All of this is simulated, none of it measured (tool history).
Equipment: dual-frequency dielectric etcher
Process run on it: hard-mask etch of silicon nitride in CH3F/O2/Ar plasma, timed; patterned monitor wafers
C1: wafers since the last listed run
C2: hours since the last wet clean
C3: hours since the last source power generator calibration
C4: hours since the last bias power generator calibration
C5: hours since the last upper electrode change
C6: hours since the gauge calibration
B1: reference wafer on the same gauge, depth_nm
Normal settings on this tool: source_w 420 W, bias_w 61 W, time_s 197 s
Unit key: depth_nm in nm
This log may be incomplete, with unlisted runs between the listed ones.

run 1 hour=0 | source_w=440 bias_w=61 time_s=197 | C1=0 C2=413 C3=3098.6 C4=3233.2 C5=3103.4 C6=140.2 | B1=125 | depth_nm=137.2
run 2 hour=6.2 | source_w=420 bias_w=61 time_s=197 | C1=26 C2=419.2 C3=3104.8 C4=3239.4 C5=3109.6 C6=146.4 | B1=125 | depth_nm=133.8
run 3 hour=18.5 | source_w=420 bias_w=61 time_s=197 | C1=52 C2=431.5 C3=3117.1 C4=3251.7 C5=3121.9 C6=158.7 | B1=125 | depth_nm=134.3
run 4 hour=26 | source_w=420 bias_w=61 time_s=197 | C1=31 C2=439 C3=3124.6 C4=3259.2 C5=3129.4 C6=166.2 | B1=125 | depth_nm=134.9
run 5 hour=39.8 | source_w=420 bias_w=61 time_s=210 | C1=58 C2=452.8 C3=3138.4 C4=3273 C5=3143.2 C6=180 | B1=125.2 | depth_nm=142.5
run 6 hour=52.3 | source_w=420 bias_w=61 time_s=210 | C1=53 C2=465.3 C3=3150.9 C4=3285.5 C5=3155.7 C6=192.5 | B1=125 | depth_nm=143.3
run 7 hour=58.7 | source_w=420 bias_w=61 time_s=210 | C1=27 C2=471.7 C3=3157.3 C4=3291.9 C5=3162.1 C6=198.9 | B1=125.2 | depth_nm=143
run 8 hour=74.1 | source_w=370 bias_w=61 time_s=197 | C1=65 C2=487.1 C3=3172.7 C4=3307.3 C5=3177.5 C6=214.3 | B1=124.9 | depth_nm=126.1
run 9 hour=92 | source_w=370 bias_w=61 time_s=197 | C1=75 C2=505 C3=3190.6 C4=3325.2 C5=3195.4 C6=232.2 | B1=124.9 | depth_nm=126
run 10 hour=98.8 | source_w=420 bias_w=61 time_s=197 | C1=28 C2=511.8 C3=3197.4 C4=3332 C5=3202.2 C6=239 | B1=124.9 | depth_nm=135.4
run 11 hour=108.9 | source_w=420 bias_w=61 time_s=197 | C1=42 C2=521.9 C3=3207.5 C4=3342.1 C5=3212.3 C6=249.1 | B1=125 | depth_nm=135
run 12 hour=120.4 | source_w=420 bias_w=61 time_s=197 | C1=48 C2=533.4 C3=3219 C4=3353.6 C5=3223.8 C6=260.6 | B1=125 | depth_nm=134.8
run 13 hour=128.6 | source_w=500 bias_w=61 time_s=197 | C1=34 C2=541.6 C3=3227.2 C4=3361.8 C5=3232 C6=268.8 | B1=125 | depth_nm=146
-- hour=147.2 bias power generator calibrated
run 14 hour=147.7 | source_w=450 bias_w=51 time_s=171.5 | C1=64 C2=560.7 C3=3246.3 C4=0.5 C5=3251.1 C6=287.9 | B1=124.9 | depth_nm=114.4
run 15 hour=161.3 | source_w=380 bias_w=67 time_s=244 | C1=57 C2=574.3 C3=3259.9 C4=14.1 C5=3264.7 C6=301.5 | B1=125 | depth_nm=164.7
run 16 hour=176 | source_w=420 bias_w=73 time_s=146 | C1=62 C2=589 C3=3274.6 C4=28.8 C5=3279.4 C6=316.2 | B1=124.9 | depth_nm=106.6
-- hour=190.2 source power generator calibrated
-- hour=203.3 wet clean of the chamber
-- hour=211.2 upper electrode replaced
run 17 hour=211.7 | source_w=420 bias_w=61 time_s=231 | C1=45 C2=8.4 C3=21.5 C4=64.5 C5=0.5 C6=351.9 | B1=124.9 | depth_nm=154.8
run 18 hour=212.1 | source_w=420 bias_w=65 time_s=156 | C1=1 C2=8.8 C3=21.9 C4=64.9 C5=0.9 C6=352.3 | B1=125.1 | depth_nm=107
run 19 hour=212.4 | source_w=420 bias_w=56 time_s=197 | C1=1 C2=9.1 C3=22.2 C4=65.2 C5=1.2 C6=352.6 | B1=125 | depth_nm=128.5
-- hour=217 gauge calibrated
run 20 hour=228.2 | source_w=490 bias_w=47 time_s=168.5 | C1=66 C2=24.9 C3=38 C4=81 C5=17 C6=11.2 | B1=125.1 | depth_nm=112
run 21 hour=237 | source_w=420 bias_w=61 time_s=197 | C1=37 C2=33.7 C3=46.8 C4=89.8 C5=25.8 C6=20 | B1=125 | depth_nm=132.3
run 22 hour=253.7 | source_w=420 bias_w=61 time_s=197 | C1=70 C2=50.4 C3=63.5 C4=106.5 C5=42.5 C6=36.7 | B1=125 | depth_nm=132.6
run 23 hour=299.5 | source_w=380 bias_w=67 time_s=197 | C1=194 C2=96.2 C3=109.3 C4=152.3 C5=88.3 C6=82.5 | B1=125.1 | depth_nm=130.4
run 24 hour=312.4 | source_w=480 bias_w=61 time_s=146 | C1=54 C2=109.1 C3=122.2 C4=165.2 C5=101.2 C6=95.4 | B1=125 | depth_nm=105.1
run 25 hour=321.8 | source_w=420 bias_w=61 time_s=154.5 | C1=39 C2=118.5 C3=131.6 C4=174.6 C5=110.6 C6=104.8 | B1=125.1 | depth_nm=103.6
run 26 hour=332.7 | source_w=380 bias_w=47 time_s=222 | C1=46 C2=129.4 C3=142.5 C4=185.5 C5=121.5 C6=115.7 | B1=125 | depth_nm=131.3

Branching from run 26: 3 alternative next runs. What would each branch give?
run A hour=333.2 | source_w=420 bias_w=69 time_s=197 | C1=2 C2=129.9 C3=143 C4=186 C5=122 C6=116.2 | B1=? | depth_nm=?
run B hour=333.2 | source_w=390 bias_w=61 time_s=197 | C1=2 C2=129.9 C3=143 C4=186 C5=122 C6=116.2 | B1=? | depth_nm=?
run C hour=333.2 | source_w=420 bias_w=70 time_s=228 | C1=2 C2=129.9 C3=143 C4=186 C5=122 C6=116.2 | B1=? | depth_nm=?

run=A B1=125 depth_nm=138.2
run=B B1=125 depth_nm=127.8
run=C B1=125 depth_nm=160.8
With no hidden state in the tool, these same runs would have given:
run=A depth_nm=136.4
run=B depth_nm=126.1
run=C depth_nm=158.7

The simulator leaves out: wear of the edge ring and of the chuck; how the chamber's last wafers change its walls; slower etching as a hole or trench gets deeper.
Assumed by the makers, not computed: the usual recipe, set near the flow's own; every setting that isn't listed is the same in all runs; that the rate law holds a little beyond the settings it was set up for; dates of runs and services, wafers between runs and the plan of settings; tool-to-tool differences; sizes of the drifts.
